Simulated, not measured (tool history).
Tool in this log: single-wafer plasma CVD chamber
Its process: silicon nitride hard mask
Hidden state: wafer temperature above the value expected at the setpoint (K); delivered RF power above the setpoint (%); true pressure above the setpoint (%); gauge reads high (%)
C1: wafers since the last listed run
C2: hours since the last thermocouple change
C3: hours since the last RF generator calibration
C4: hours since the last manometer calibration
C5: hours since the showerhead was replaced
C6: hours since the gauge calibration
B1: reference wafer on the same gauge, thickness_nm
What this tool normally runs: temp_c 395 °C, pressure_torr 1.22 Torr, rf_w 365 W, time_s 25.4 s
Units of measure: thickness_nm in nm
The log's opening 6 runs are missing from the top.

{"run": 7, "hour": 193.4, "temp_c": 400, "pressure_torr": 1.22, "rf_w": 365, "time_s": 21.4, "C1": 347, "C2": 864.2, "C3": 27.1, "C4": 1766.5, "C5": 3231.9, "C6": 1019.8, "B1": 32.82, "thickness_nm": 24.438}
{"hour": 216.5, "done": "thermocouple changed; heater temperature recalibrated"}
{"run": 8, "hour": 222.0, "temp_c": 395, "pressure_torr": 1.22, "rf_w": 365, "time_s": 25.4, "C1": 269, "C2": 5.5, "C3": 55.7, "C4": 1795.1, "C5": 3260.5, "C6": 1048.4, "B1": 32.791, "thickness_nm": 29.016}
{"hour": 246.8, "done": "capacitance manometer re-zeroed and calibrated"}
{"run": 9, "hour": 247.3, "temp_c": 395, "pressure_torr": 1.22, "rf_w": 365, "time_s": 25.4, "C1": 226, "C2": 30.8, "C3": 81.0, "C4": 0.5, "C5": 3285.8, "C6": 1073.7, "B1": 32.826, "thickness_nm": 29.865}
{"hour": 247.8, "done": "gauge calibrated"}
{"run": 10, "hour": 277.2, "temp_c": 395, "pressure_torr": 1.22, "rf_w": 365, "time_s": 23.8, "C1": 390, "C2": 60.7, "C3": 110.9, "C4": 30.4, "C5": 3315.7, "C6": 29.4, "B1": 32.792, "thickness_nm": 27.886}
{"run": 11, "hour": 295.0, "temp_c": 395, "pressure_torr": 1.22, "rf_w": 365, "time_s": 25.4, "C1": 232, "C2": 78.5, "C3": 128.7, "C4": 48.2, "C5": 3333.5, "C6": 47.2, "B1": 32.804, "thickness_nm": 29.798}
{"run": 12, "hour": 309.9, "temp_c": 395, "pressure_torr": 1.22, "rf_w": 365, "time_s": 25.4, "C1": 194, "C2": 93.4, "C3": 143.6, "C4": 63.1, "C5": 3348.4, "C6": 62.1, "B1": 32.771, "thickness_nm": 29.541}
{"run": 13, "hour": 345.9, "temp_c": 395, "pressure_torr": 0.94, "rf_w": 345, "time_s": 23.3, "C1": 470, "C2": 129.4, "C3": 179.6, "C4": 99.1, "C5": 3384.4, "C6": 98.1, "B1": 32.787, "thickness_nm": 24.186}
{"run": 14, "hour": 376.2, "temp_c": 395, "pressure_torr": 1.38, "rf_w": 325, "time_s": 25.4, "C1": 396, "C2": 159.7, "C3": 209.9, "C4": 129.4, "C5": 3414.7, "C6": 128.4, "B1": 32.771, "thickness_nm": 28.633}
{"hour": 433.1, "done": "showerhead replaced"}
{"run": 15, "hour": 459.6, "temp_c": 395, "pressure_torr": 0.96, "rf_w": 320, "time_s": 25.4, "C1": 985, "C2": 243.1, "C3": 293.3, "C4": 212.8, "C5": 26.5, "C6": 211.8, "B1": 32.834, "thickness_nm": 25.319}
{"run": 16, "hour": 490.1, "temp_c": 400, "pressure_torr": 1.32, "rf_w": 365, "time_s": 25.4, "C1": 398, "C2": 273.6, "C3": 323.8, "C4": 243.3, "C5": 57.0, "C6": 242.3, "B1": 32.767, "thickness_nm": 29.964}
{"run": 17, "hour": 502.8, "temp_c": 395, "pressure_torr": 1.22, "rf_w": 365, "time_s": 25.4, "C1": 166, "C2": 286.3, "C3": 336.5, "C4": 256.0, "C5": 69.7, "C6": 255.0, "B1": 32.827, "thickness_nm": 29.524}
{"run": 18, "hour": 531.8, "temp_c": 395, "pressure_torr": 1.22, "rf_w": 365, "time_s": 25.4, "C1": 379, "C2": 315.3, "C3": 365.5, "C4": 285.0, "C5": 98.7, "C6": 284.0, "B1": 32.81, "thickness_nm": 29.332}
{"run": 19, "hour": 567.3, "temp_c": 384, "pressure_torr": 1.22, "rf_w": 340, "time_s": 20.6, "C1": 464, "C2": 350.8, "C3": 401.0, "C4": 320.5, "C5": 134.2, "C6": 319.5, "B1": 32.775, "thickness_nm": 22.95}
{"run": 20, "hour": 590.2, "temp_c": 395, "pressure_torr": 1.22, "rf_w": 365, "time_s": 25.4, "C1": 299, "C2": 373.7, "C3": 423.9, "C4": 343.4, "C5": 157.1, "C6": 342.4, "B1": 32.772, "thickness_nm": 29.215}
{"run": 21, "hour": 619.4, "temp_c": 395, "pressure_torr": 1.45, "rf_w": 365, "time_s": 25.4, "C1": 381, "C2": 402.9, "C3": 453.1, "C4": 372.6, "C5": 186.3, "C6": 371.6, "B1": 32.816, "thickness_nm": 30.734}
{"run": 22, "hour": 645.6, "temp_c": 395, "pressure_torr": 1.22, "rf_w": 365, "time_s": 25.4, "C1": 342, "C2": 429.1, "C3": 479.3, "C4": 398.8, "C5": 212.5, "C6": 397.8, "B1": 32.815, "thickness_nm": 29.213}
{"run": 23, "hour": 666.7, "temp_c": 395, "pressure_torr": 1.22, "rf_w": 320, "time_s": 25.4, "C1": 275, "C2": 450.2, "C3": 500.4, "C4": 419.9, "C5": 233.6, "C6": 418.9, "B1": 32.802, "thickness_nm": 26.966}
{"run": 24, "hour": 693.9, "temp_c": 395, "pressure_torr": 1.22, "rf_w": 385, "time_s": 25.4, "C1": 355, "C2": 477.4, "C3": 527.6, "C4": 447.1, "C5": 260.8, "C6": 446.1, "B1": 32.789, "thickness_nm": 30.176}
{"run": 25, "hour": 712.1, "temp_c": 395, "pressure_torr": 1.22, "rf_w": 365, "time_s": 25.4, "C1": 237, "C2": 495.6, "C3": 545.8, "C4": 465.3, "C5": 279.0, "C6": 464.3, "B1": 32.771, "thickness_nm": 29.117}
{"run": 26, "hour": 726.6, "temp_c": 380, "pressure_torr": 0.97, "rf_w": 305, "time_s": 30.3, "C1": 189, "C2": 510.1, "C3": 560.3, "C4": 479.8, "C5": 293.5, "C6": 478.8, "B1": 32.801, "thickness_nm": 29.094}
{"run": 27, "hour": 740.0, "temp_c": 400, "pressure_torr": 1.22, "rf_w": 365, "time_s": 21.4, "C1": 175, "C2": 523.5, "C3": 573.7, "C4": 493.2, "C5": 306.9, "C6": 492.2, "B1": 32.788, "thickness_nm": 24.475}
{"run": 28, "hour": 756.4, "temp_c": 404, "pressure_torr": 1.43, "rf_w": 315, "time_s": 23.4, "C1": 214, "C2": 539.9, "C3": 590.1, "C4": 509.6, "C5": 323.3, "C6": 508.6, "B1": 32.805, "thickness_nm": 25.466}
{"run": 29, "hour": 789.3, "temp_c": 403, "pressure_torr": 1.39, "rf_w": 310, "time_s": 23.6, "C1": 430, "C2": 572.8, "C3": 623.0, "C4": 542.5, "C5": 356.2, "C6": 541.5, "B1": 32.796, "thickness_nm": 25.376}
{"run": 30, "hour": 801.4, "temp_c": 395, "pressure_torr": 1.22, "rf_w": 365, "time_s": 21.2, "C1": 158, "C2": 584.9, "C3": 635.1, "C4": 554.6, "C5": 368.3, "C6": 553.6, "B1": 32.812, "thickness_nm": 24.305}

Below are 3 alternative next runs, each starting from the tool's condition after run 30. Predict each:
{"run": "A", "hour": 801.8, "temp_c": 395, "pressure_torr": 1.22, "rf_w": 365, "time_s": 25.4, "C1": 5, "C2": 585.3, "C3": 635.5, "C4": 555.0, "C5": 368.7, "C6": 554.0, "B1": "?", "thickness_nm": "?"}
{"run": "B", "hour": 801.8, "temp_c": 386, "pressure_torr": 1.22, "rf_w": 410, "time_s": 29.4, "C1": 5, "C2": 585.3, "C3": 635.5, "C4": 555.0, "C5": 368.7, "C6": 554.0, "B1": "?", "thickness_nm": "?"}
{"run": "C", "hour": 801.8, "temp_c": 406, "pressure_torr": 1.22, "rf_w": 410, "time_s": 25.4, "C1": 5, "C2": 585.3, "C3": 635.5, "C4": 555.0, "C5": 368.7, "C6": 554.0, "B1": "?", "thickness_nm": "?"}

run=A B1=32.820 thickness_nm=29.156
run=B B1=32.820 thickness_nm=36.276
run=C B1=32.820 thickness_nm=31.050
With no hidden state in the tool, these same runs would have given:
run=A thickness_nm=29.909
run=B thickness_nm=37.180
run=C thickness_nm=31.824

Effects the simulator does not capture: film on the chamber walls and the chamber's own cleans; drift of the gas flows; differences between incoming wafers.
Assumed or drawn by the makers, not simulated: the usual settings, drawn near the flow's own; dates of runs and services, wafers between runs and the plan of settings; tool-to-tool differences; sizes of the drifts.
